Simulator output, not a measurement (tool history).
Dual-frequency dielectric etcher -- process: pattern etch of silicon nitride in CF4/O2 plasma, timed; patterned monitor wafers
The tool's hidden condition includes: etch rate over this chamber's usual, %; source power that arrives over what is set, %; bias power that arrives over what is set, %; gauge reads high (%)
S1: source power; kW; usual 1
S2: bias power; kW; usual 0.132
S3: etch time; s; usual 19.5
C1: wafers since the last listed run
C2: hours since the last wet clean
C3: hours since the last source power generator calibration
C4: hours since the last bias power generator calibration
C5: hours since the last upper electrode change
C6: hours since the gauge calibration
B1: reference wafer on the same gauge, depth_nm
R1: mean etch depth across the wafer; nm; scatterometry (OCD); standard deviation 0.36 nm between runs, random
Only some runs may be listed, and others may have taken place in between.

Run 1, hour 0: usual settings; C1 0; C2 141.7; C3 4465.4; C4 2432.5; C5 4671.6; C6 282; B1 76.6. Result: R1 66.2 nm.
Run 2, hour 23.1: usual settings; C1 336; C2 164.8; C3 4488.5; C4 2455.6; C5 4694.7; C6 305.1; B1 76.6. Result: R1 65.7 nm.
Run 3, hour 38: usual settings; C1 216; C2 179.7; C3 4503.4; C4 2470.5; C5 4709.6; C6 320; B1 76.6. Result: R1 65.5 nm.
Run 4, hour 66.9: usual settings; C1 420; C2 208.6; C3 4532.3; C4 2499.4; C5 4738.5; C6 348.9; B1 76.7. Result: R1 65.5 nm.
Run 5, hour 84.5: usual settings but S1 1.14 kW; C1 256; C2 226.2; C3 4549.9; C4 2517; C5 4756.1; C6 366.5; B1 76.6. Result: R1 74.7 nm.
Run 6, hour 107.1: usual settings but S1 1.14 kW; C1 328; C2 248.8; C3 4572.5; C4 2539.6; C5 4778.7; C6 389.1; B1 76.6. Result: R1 74.6 nm.
Run 7, hour 128.8: usual settings; C1 315; C2 270.5; C3 4594.2; C4 2561.3; C5 4800.4; C6 410.8; B1 76.7. Result: R1 65.6 nm.
Run 8, hour 154.5: usual settings; C1 373; C2 296.2; C3 4619.9; C4 2587; C5 4826.1; C6 436.5; B1 76.6. Result: R1 65.3 nm.
Run 9, hour 173.4: usual settings; C1 274; C2 315.1; C3 4638.8; C4 2605.9; C5 4845; C6 455.4; B1 76.6. Result: R1 65.7 nm.
Run 10, hour 202.5: usual settings; C1 423; C2 344.2; C3 4667.9; C4 2635; C5 4874.1; C6 484.5; B1 76.5. Result: R1 65.1 nm.
At hour 209: source power generator calibrated.
At hour 235.3: bias power generator calibrated.
Run 11, hour 235.8: usual settings; C1 368; C2 377.5; C3 26.8; C4 0.5; C5 4907.4; C6 517.8; B1 76.7. Result: R1 64.6 nm.
At hour 264.3: upper electrode replaced.
Run 12, hour 264.8: usual settings but S1 0.94 kW; C1 72; C2 406.5; C3 55.8; C4 29.5; C5 0.5; C6 546.8; B1 76.7. Result: R1 60.3 nm.
Run 13, hour 268.2: usual settings but S1 0.9 kW, S3 14 s; C1 49; C2 409.9; C3 59.2; C4 32.9; C5 3.9; C6 550.2; B1 76.7. Result: R1 41.3 nm.
At hour 278.1: gauge calibrated.
Run 14, hour 294.3: usual settings; C1 379; C2 436; C3 85.3; C4 59; C5 30; C6 16.2; B1 76.5. Result: R1 64.6 nm.
Run 15, hour 315.1: usual settings; C1 302; C2 456.8; C3 106.1; C4 79.8; C5 50.8; C6 37; B1 76.5. Result: R1 64.5 nm.
Run 16, hour 334.3: usual settings but S2 0.118 kW, S3 14 s; C1 279; C2 476; C3 125.3; C4 99; C5 70; C6 56.2; B1 76.6. Result: R1 44.5 nm.
At hour 375.4: wet clean of the chamber.
Run 17, hour 375.9: usual settings but S1 1.14 kW; C1 256; C2 0.5; C3 166.9; C4 140.6; C5 111.6; C6 97.8; B1 76.7. Result: R1 76.4 nm.
Run 18, hour 381.1: usual settings but S1 1.1 kW; C1 75; C2 5.7; C3 172.1; C4 145.8; C5 116.8; C6 103; B1 76.7. Result: R1 74.1 nm.
Run 19, hour 401.4: usual settings but S1 1.23 kW, S2 0.155 kW, S3 18 s; C1 295; C2 26; C3 192.4; C4 166.1; C5 137.1; C6 123.3; B1 76.5. Result: R1 79.5 nm.
Run 20, hour 421.9: usual settings but S1 0.75 kW, S2 0.162 kW; C1 298; C2 46.5; C3 212.9; C4 186.6; C5 157.6; C6 143.8; B1 76.5. Result: R1 51.3 nm.
Run 21, hour 448.4: usual settings but S1 1.22 kW, S2 0.111 kW, S3 16.5 s; C1 385; C2 73; C3 239.4; C4 213.1; C5 184.1; C6 170.3; B1 76.7. Result: R1 65.5 nm.
Run 22, hour 463.2: usual settings; C1 215; C2 87.8; C3 254.2; C4 227.9; C5 198.9; C6 185.1; B1 76.5. Result: R1 66.4 nm.
Run 23, hour 497.8: usual settings but S1 1.15 kW, S2 0.12 kW; C1 503; C2 122.4; C3 288.8; C4 262.5; C5 233.5; C6 219.7; B1 76.5. Result: R1 74.3 nm.
Run 24, hour 517.2: usual settings; C1 282; C2 141.8; C3 308.2; C4 281.9; C5 252.9; C6 239.1; B1 76.5. Result: R1 66.9 nm.
Run 25, hour 536.9: usual settings but S1 1.23 kW, S3 25.5 s; C1 286; C2 161.5; C3 327.9; C4 301.6; C5 272.6; C6 258.8; B1 76.6. Result: R1 107.6 nm.

Each row is a separate what-if for the run after 25, all from the same tool condition, not one after another. Results?
Run A, hour 537.3: usual settings; C1 5; C2 161.9; C3 328.3; C4 302; C5 273; C6 259.2; B1 ?. Result: R1 ?.
Run B, hour 537.3: usual settings but S3 23 s; C1 5; C2 161.9; C3 328.3; C4 302; C5 273; C6 259.2; B1 ?. Result: R1 ?.
Run C, hour 537.3: usual settings but S1 1.09 kW, S2 0.109 kW, S3 13.5 s; C1 5; C2 161.9; C3 328.3; C4 302; C5 273; C6 259.2; B1 ?. Result: R1 ?.
Run D, hour 537.3: usual settings but S3 16 s; C1 5; C2 161.9; C3 328.3; C4 302; C5 273; C6 259.2; B1 ?. Result: R1 ?.

run    B1    R1
  A  76.5  66.1
  B  76.5    78
  C  76.5  47.5
  D  76.5  54.2
With no hidden state in the tool, these same runs would have given:
run    R1
  A  66.9
  B  78.9
  C    48
  D  54.9
